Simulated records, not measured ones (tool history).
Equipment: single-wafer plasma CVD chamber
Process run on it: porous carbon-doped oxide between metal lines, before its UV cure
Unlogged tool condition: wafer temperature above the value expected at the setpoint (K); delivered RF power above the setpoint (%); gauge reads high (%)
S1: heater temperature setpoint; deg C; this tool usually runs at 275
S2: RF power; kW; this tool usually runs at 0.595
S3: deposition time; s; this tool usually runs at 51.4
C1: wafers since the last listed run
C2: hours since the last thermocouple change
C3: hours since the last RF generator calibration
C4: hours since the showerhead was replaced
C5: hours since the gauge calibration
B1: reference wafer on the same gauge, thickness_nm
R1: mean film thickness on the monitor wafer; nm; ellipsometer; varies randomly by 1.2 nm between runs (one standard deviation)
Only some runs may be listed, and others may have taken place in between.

run	hour	S1	S2	S3	C1	C2	C3	C4	C5	B1	R1
1	0.0	287	0.595	53.7	0	1024.5	672.8	1734.7	615.6	339.495	347.134
2	42.8	287	0.595	53.7	665	1067.3	715.6	1777.5	658.4	339.381	349.465
3	115.9	275	0.595	51.4	1136	1140.4	788.7	1850.6	731.5	338.971	362.350
# hour 157.0: thermocouple changed; heater temperature recalibrated
4	202.7	275	0.595	59.2	1224	45.7	875.5	1937.4	818.3	339.082	417.031
5	271.5	275	0.595	51.4	1069	114.5	944.3	2006.2	887.1	339.705	364.015
6	348.8	275	0.595	51.4	1201	191.8	1021.6	2083.5	964.4	339.224	362.013
# hour 648.8: gauge calibrated
7	652.1	275	0.525	51.4	4714	495.1	1324.9	2386.8	3.3	339.233	339.044
# hour 737.8: showerhead replaced
8	751.3	275	0.525	51.4	1417	594.3	1424.1	13.5	102.5	339.191	337.735
9	817.4	275	0.595	51.4	1027	660.4	1490.2	79.6	168.6	338.763	357.757
10	866.3	275	0.595	48.8	760	709.3	1539.1	128.5	217.5	339.278	339.460
11	929.5	275	0.595	48.8	982	772.5	1602.3	191.7	280.7	339.637	338.818
12	1005.3	285	0.595	51.4	1178	848.3	1678.1	267.5	356.5	338.980	330.288
# hour 1042.3: RF generator calibrated
13	1103.1	275	0.645	51.4	1395	946.1	60.8	365.3	454.3	339.551	361.860
14	1186.1	275	0.595	51.4	1290	1029.1	143.8	448.3	537.3	339.161	348.934
15	1258.4	287	0.595	51.4	1123	1101.4	216.1	520.6	609.6	338.673	318.355
16	1348.7	263	0.595	51.4	1403	1191.7	306.4	610.9	699.9	339.061	382.060
17	1396.7	264	0.670	48.1	746	1239.7	354.4	658.9	747.9	338.704	377.213
# hour 1413.1: thermocouple changed; heater temperature recalibrated
18	1467.9	275	0.595	48.8	982	54.8	425.6	730.1	819.1	338.678	327.798
# hour 1531.0: RF generator calibrated, repeated, since the last time left the tool worse
19	1562.7	265	0.595	51.4	1349	149.6	31.7	824.9	913.9	339.411	395.150
20	1607.2	275	0.495	51.4	691	194.1	76.2	869.4	958.4	338.938	333.090
21	1690.5	275	0.595	56.4	1294	277.4	159.5	952.7	1041.7	338.542	397.920
# hour 1692.4: gauge calibrated
22	1765.8	275	0.500	51.4	1170	352.7	234.8	1028.0	73.4	338.864	336.162
23	2081.6	275	0.595	51.4	4908	668.5	550.6	1343.8	389.2	338.961	364.138

For each entry between runs, how does the tool's hidden state at the last listed run before it compare with that at the first listed run after it?
From run 3 to run 4: thermocouple changed; heater temperature recalibrated (hour 157.0)
  delivered RF power above the setpoint (%): -1.67 -> -1.93
  difference, measured minus the result without the unlogged condition, R1: -3.023 -> -4.019 nm
From run 6 to run 7: gauge calibrated (hour 648.8)
  delivered RF power above the setpoint (%): -2.42 -> -3.67
  difference, measured minus the result without the unlogged condition, R1: -4.390 -> -6.440 nm
From run 7 to run 8: showerhead replaced (hour 737.8)
  delivered RF power above the setpoint (%): -3.67 -> -4.16
  difference, measured minus the result without the unlogged condition, R1: -6.440 -> -7.281 nm
From run 12 to run 13: RF generator calibrated (hour 1042.3)
  delivered RF power above the setpoint (%): -5.55 -> -9.99
  difference, measured minus the result without the unlogged condition, R1: -9.394 -> -19.062 nm
From run 17 to run 18: thermocouple changed; heater temperature recalibrated (hour 1413.1)
  delivered RF power above the setpoint (%): -10.2 -> -10.3
  difference, measured minus the result without the unlogged condition, R1: -20.319 -> -17.861 nm
From run 18 to run 19: RF generator calibrated, repeated, since the last time left the tool worse (hour 1531.0)
  delivered RF power above the setpoint (%): -10.3 -> -0.327
  difference, measured minus the result without the unlogged condition, R1: -17.861 -> -0.640 nm
From run 21 to run 22: gauge calibrated (hour 1692.4)
  delivered RF power above the setpoint (%): -0.37 -> -0.423
  difference, measured minus the result without the unlogged condition, R1: -0.731 -> -0.720 nm
